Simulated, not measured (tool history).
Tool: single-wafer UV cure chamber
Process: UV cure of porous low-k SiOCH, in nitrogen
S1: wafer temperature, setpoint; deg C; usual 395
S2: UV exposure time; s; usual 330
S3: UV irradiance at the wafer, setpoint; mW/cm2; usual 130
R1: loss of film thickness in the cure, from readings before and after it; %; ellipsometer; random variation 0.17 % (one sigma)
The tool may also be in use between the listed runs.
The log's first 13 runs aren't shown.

run	hour	S1	S2	S3	R1
14	920	395	330	130	14.752
15	967.3	395	330	130	14.998
# hour 998.4: UV bulbs replaced
# hour 1069: quartz window cleaned
16	1069.5	407	525	159	19.019
17	1166.2	382	200	120	12.315
18	1258.9	395	330	130	15.262
19	1356.5	412	330	111	14.544
20	1427	380	330	130	14.371
21	1503.1	377	215	130	12.078
# hour 1566: quartz window cleaned
22	1590.7	395	330	130	15.495
23	1679.8	395	330	130	15.684
24	1730.2	385	330	167	16.363
25	1834.6	377	230	130	13.045
26	1994.7	395	330	130	14.854
# hour 2011.5: quartz window cleaned
27	2062.8	379	405	130	16.559
28	2153.2	395	330	130	15.483
29	2207	395	330	157	16.408
30	2297.6	381	330	130	14.903

Forecast each of these 3 alternatives for the next run:
A	2298.1	395	330	130	?
B	2298.1	395	330	151	?
C	2298.1	414	410	116	?

run	R1
A	15.182
B	15.925
C	16.051
Without the tool's hidden state the same runs would have given:
run	R1
A	15.929
B	16.674
C	16.801
